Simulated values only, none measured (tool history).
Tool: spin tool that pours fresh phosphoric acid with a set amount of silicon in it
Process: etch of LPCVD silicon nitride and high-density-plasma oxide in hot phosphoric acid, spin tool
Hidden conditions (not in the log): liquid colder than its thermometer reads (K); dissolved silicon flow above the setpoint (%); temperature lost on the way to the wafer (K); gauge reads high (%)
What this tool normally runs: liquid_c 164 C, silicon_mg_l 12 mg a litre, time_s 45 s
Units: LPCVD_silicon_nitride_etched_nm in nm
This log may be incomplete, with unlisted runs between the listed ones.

run	hour	liquid_c	silicon_mg_l	time_s	wafers since the last listed run	hours since the thermometer was replaced	hours since the dissolved silicon flow meter was replaced	hours since the heated supply line was repaired	hours since the gauge calibration	read-back film thickness of the LPCVD silicon nitride reference wafer, read on the same gauge (nm)	LPCVD_silicon_nitride_etched_nm
1	0	161	12	60	0	550.3	1100.9	263.4	262.6	30.026	5.609
2	25.2	164	12	45	227	575.5	1126.1	288.6	287.8	30.019	4.611
3	81.1	164	12	45	505	631.4	1182	344.5	343.7	30.01	4.586
4	134.9	166.5	7	65	486	685.2	1235.8	398.3	397.5	29.99	7.207
5	206.5	164	8.5	45	647	756.8	1307.4	469.9	469.1	29.944	4.582
6	247.6	164	12	45	371	797.9	1348.5	511	510.2	30.031	4.505
# hour 309.7: dissolved silicon flow meter replaced
7	319.6	167	12	45	641	869.9	9.9	583	582.2	30	5.154
8	376.8	164	12	45	516	927.1	67.1	640.2	639.4	29.982	4.576
9	429.7	161	7.5	45	478	980	120	693.1	692.3	29.985	4.133
10	534.8	164	12	45	949	1085.1	225.1	798.2	797.4	30.014	4.538
11	655.8	165.5	15	50	1093	1206.1	346.1	919.2	918.4	29.995	5.337
12	691.4	166	12	25	321	1241.7	381.7	954.8	954	30.035	2.714
13	741.4	163	19	60	451	1291.7	431.7	1004.8	1004	30.014	5.829
14	766.6	166	17	45	227	1316.9	456.9	1030	1029.2	30.013	4.78
15	806.3	162	15	60	358	1356.6	496.6	1069.7	1068.9	30.004	5.642
16	871	162.5	17.5	55	584	1421.3	561.3	1134.4	1133.6	29.983	5.258
17	898	164	12	45	244	1448.3	588.3	1161.4	1160.6	30.011	4.52
18	934.3	164	12	50	328	1484.6	624.6	1197.7	1196.9	29.969	4.968
19	991.3	164	12	45	515	1541.6	681.6	1254.7	1253.9	30.034	4.415
20	1021.2	162.5	21	30	270	1571.5	711.5	1284.6	1283.8	29.991	2.862

Each row is a separate what-if for the run after 20, all from the same tool condition, not one after another. Results?
A	1021.6	164	12	45	3	1571.9	711.9	1285	1284.2	?	?
B	1021.6	162	12	60	3	1571.9	711.9	1285	1284.2	?	?
C	1021.6	161.5	7	25	3	1571.9	711.9	1285	1284.2	?	?
D	1021.6	165.5	19	65	3	1571.9	711.9	1285	1284.2	?	?
E	1021.6	166.5	6.5	45	3	1571.9	711.9	1285	1284.2	?	?

run	read-back film thickness of the LPCVD silicon nitride reference wafer, read on the same gauge (nm)	LPCVD_silicon_nitride_etched_nm
A	29.964	4.446
B	29.964	5.545
C	29.964	2.272
D	29.964	6.749
E	29.964	4.829
What these runs would have given with no unlogged condition in the tool:
run	LPCVD_silicon_nitride_etched_nm
A	4.72
B	5.89
C	2.414
D	7.163
E	5.123
